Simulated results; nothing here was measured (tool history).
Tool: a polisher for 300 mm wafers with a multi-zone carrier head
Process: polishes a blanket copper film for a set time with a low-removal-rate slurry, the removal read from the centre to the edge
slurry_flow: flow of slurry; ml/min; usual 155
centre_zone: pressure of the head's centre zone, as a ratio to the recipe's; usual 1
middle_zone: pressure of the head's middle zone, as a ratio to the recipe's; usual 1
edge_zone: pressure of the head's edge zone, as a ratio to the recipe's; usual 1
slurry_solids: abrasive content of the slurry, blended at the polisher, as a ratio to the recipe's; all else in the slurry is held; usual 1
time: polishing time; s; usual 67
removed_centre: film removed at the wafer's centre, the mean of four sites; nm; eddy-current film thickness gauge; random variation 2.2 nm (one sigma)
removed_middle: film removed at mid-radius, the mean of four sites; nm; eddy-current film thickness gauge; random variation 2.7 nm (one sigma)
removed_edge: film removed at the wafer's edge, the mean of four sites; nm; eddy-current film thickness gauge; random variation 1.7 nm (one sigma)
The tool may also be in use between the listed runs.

run    hour  slurry_flow  centre_zone  middle_zone  edge_zone  slurry_solids  time  wafers since the last listed run  wafers polished on this pad  hours since the slurry nozzle was cleaned  hours since the centre zone pressure was calibrated  hours since the edge zone pressure was calibrated  hours since the carrier head's membrane was replaced  incoming thickness of the incoming film, nm  removed_centre  removed_middle  removed_edge
  1       0          155            1            1          1              1    67                                 0                         2787                                       15.4                                                265.6                                              172.1                                                1173.8                                       1000.3           197.7           197.9         199.5
         11  -- worn pad replaced by a new one
  2    44.9          155            1            1          1              1    67                               579                          480                                       60.3                                                310.5                                                217                                                1218.7                                         1003           198.8           203.7         199.2
  3      95          135         0.96            1          1              1    67                               709                         1189                                      110.4                                                360.6                                              267.1                                                1268.8                                        998.8           179.6           191.4           193
      143.1  -- edge zone pressure recalibrated
      262.7  -- worn pad replaced by a new one
  4   287.7          155         0.96            1          1              1    67                              2643                          353                                      303.1                                                553.3                                              144.6                                                1461.5                                       1004.7           182.4           195.4         191.5
  5     334          155         0.96            1          1              1    67                               655                         1009                                      349.4                                                599.6                                              190.9                                                1507.8                                        993.5           183.9           190.7         190.4
      379.6  -- slurry nozzle cleaned
      397.6  -- carrier head's membrane replaced by a new one, of another model than before
      473.4  -- edge zone pressure recalibrated
  6   478.8          155         0.91         0.95          1              1    67                              1937                         2946                                       99.2                                                744.4                                                5.4                                                  81.2                                        999.7           168.8           192.6         197.2
      501.2  -- worn pad replaced by a new one
  7   523.9          155         0.91         0.95          1              1    67                               582                          321                                      144.3                                                789.5                                               50.5                                                 126.3                                        983.5           167.8           188.3         195.7
  8   554.7          155         0.91         0.95          1              1    67                               436                          758                                      175.1                                                820.3                                               81.3                                                 157.1                                        989.6           166.3             188         194.2
  9   597.6          155            1            1          1              1    67                               607                         1365                                        218                                                863.2                                              124.2                                                   200                                        990.3           195.3           196.1         195.5
        647  -- centre zone pressure recalibrated
 10   652.2          155         0.89            1       1.07              1    67                               744                         2110                                      272.6                                                  5.2                                              178.8                                                 254.6                                       1015.6           156.9           192.5         200.7
      720.5  -- worn pad replaced by a new one
 11   808.6          135         0.96            1          1              1    67                              2158                         1247                                        429                                                161.6                                              335.2                                                   411                                        997.3           163.5           176.4         182.8
        813  -- edge zone pressure recalibrated
      824.5  -- slurry nozzle cleaned
 12   836.3          155         0.95         1.07          1              1    67                               349                         1597                                       11.8                                                189.3                                               23.3                                                 438.7                                        985.6           180.3             219         197.4
 13   893.4          125            1            1       1.06              1    67                               808                         2405                                       68.9                                                246.4                                               80.4                                                 495.8                                       1000.1           186.5           187.6         195.3
      930.4  -- worn pad replaced by a new one
 14   938.6          100            1            1          1              1    79                               583                          116                                      114.1                                                291.6                                              125.6                                                   541                                        999.9           203.3           206.3         209.1
 15    1076          170            1            1       0.91            1.2    67                              1945                         2062                                      251.5                                                  429                                                263                                                 678.4                                        997.4             205           203.4         195.2
     1163.5  -- slurry nozzle cleaned
     1173.6  -- worn pad replaced by a new one
 16  1181.1          155            1            1          1              1    67                              1417                          106                                       17.6                                                534.1                                              368.1                                                 783.5                                       1007.3           195.4           200.1         197.6
       1184  -- edge zone pressure recalibrated
 17  1213.8          180            1            1          1              1    67                               434                          541                                       50.3                                                566.8                                               29.8                                                 816.2                                       1006.7           209.4           206.6         198.9

The tool's hidden state at each run:
removal rate lost through wear of the pad, %: 0 in every run
deviation of the centre zone's pressure from its setpoint, %: 0 in every run
deviation of the edge zone's pressure from its setpoint, %: 0 in every run
H1: slurry flow missing at the pad, %
run     H1
  1   2.19
  2   2.66
  3   3.83
  4   14.8
  5   18.9
  6   1.81
  7   3.31
  8   4.66
  9   6.97
 10   10.6
 11   25.7
 12   1.08
 13   1.71
 14   2.85
 15   9.73
 16  0.734
 17   1.04

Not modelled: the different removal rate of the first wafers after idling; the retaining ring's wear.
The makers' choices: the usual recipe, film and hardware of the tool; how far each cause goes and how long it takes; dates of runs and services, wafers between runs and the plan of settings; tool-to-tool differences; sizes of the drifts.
